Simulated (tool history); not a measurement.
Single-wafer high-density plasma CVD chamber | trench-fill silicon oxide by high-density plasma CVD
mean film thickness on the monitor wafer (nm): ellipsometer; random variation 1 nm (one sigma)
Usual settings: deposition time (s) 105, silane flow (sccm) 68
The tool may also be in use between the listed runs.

run,hour,deposition time (s),silane flow (sccm),wafers since the last listed run,hours since the silane flow controller was replaced,hours since the gauge calibration,"read-back reference wafer on the same gauge, thickness_nm",mean film thickness on the monitor wafer (nm)
1,0.0,105,68,0,1728.8,51.7,765.416,652.099
2,12.0,118,72,155,1740.8,63.7,764.317,774.759
3,19.3,118,72,94,1748.1,71.0,765.112,776.448
# hour 24.1: gauge calibrated
4,30.9,118,72,150,1759.7,6.8,764.796,774.372
5,37.6,96,68,86,1766.4,13.5,765.098,596.495
6,50.0,105,68,160,1778.8,25.9,764.641,651.924
7,58.3,105,68,107,1787.1,34.2,765.290,650.783
8,65.9,105,68,98,1794.7,41.8,765.134,650.312
9,76.8,100,63,141,1805.6,52.7,765.036,571.938
# hour 90.3: silane flow controller replaced
10,90.8,85,60,77,0.5,66.7,764.714,494.693
11,93.4,105,62,33,3.1,69.3,764.987,630.309

Forecast run 12:
# hour 100.0: gauge calibrated
12,104.6,100,68,145,14.3,4.6,?,?

Run 12 gave read-back reference wafer on the same gauge, thickness_nm 764.896, mean film thickness on the monitor wafer (nm) 658.421.
Without the tool's hidden state the same run would have given mean film thickness on the monitor wafer (nm) 661.572.
